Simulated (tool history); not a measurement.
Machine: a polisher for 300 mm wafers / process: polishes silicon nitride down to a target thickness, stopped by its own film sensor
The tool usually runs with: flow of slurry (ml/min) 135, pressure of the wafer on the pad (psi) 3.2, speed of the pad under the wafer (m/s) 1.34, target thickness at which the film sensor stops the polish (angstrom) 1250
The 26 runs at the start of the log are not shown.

run	hour	flow of slurry (ml/min)	pressure of the wafer on the pad (psi)	speed of the pad under the wafer (m/s)	target thickness at which the film sensor stops the polish (angstrom)	incoming thickness of the incoming film, nm	time until the film sensor stopped the polish (s)
27	1910.3	135	3.2	1.34	1250	229.3	50.9
28	1980.7	135	3.2	1.02	1600	233.6	44.0
29	2049.4	155	3.2	1.22	1250	231.1	55.2
# hour 2108.8: head pressure recalibrated
30	2121.8	135	3.2	1.34	1250	229.4	54.1
31	2206.1	160	4.0	1.46	1000	231.0	51.7
# hour 2232.1: worn pad replaced by a new one
32	2273.6	135	3.2	1.10	1150	229.1	60.8
33	2344.3	95	3.2	1.34	1250	233.6	55.0
34	2450.0	165	3.6	1.72	1550	232.2	27.3
35	2487.2	135	2.6	1.34	1430	231.5	53.6
# hour 2513.3: slurry nozzle cleaned
36	2538.9	150	3.2	1.34	1520	234.2	39.1
37	2581.8	135	3.2	1.34	1250	228.5	50.1
38	2650.7	95	3.7	1.70	1250	232.4	43.1

Below are 3 alternative next runs, each starting from the tool's condition after run 38. Predict each:
A	2651.1	135	3.2	1.34	1250	228.9	?
B	2651.1	135	2.4	1.34	960	228.9	?
C	2651.1	135	2.9	1.34	1480	228.9	?

run	time until the film sensor stopped the polish (s)
A	51.4
B	86.1
C	43.9
The same runs, with their run-to-run variation unchanged, on a tool lacking any hidden condition would have given:
run	time until the film sensor stopped the polish (s)
A	47.2
B	79.0
C	40.3
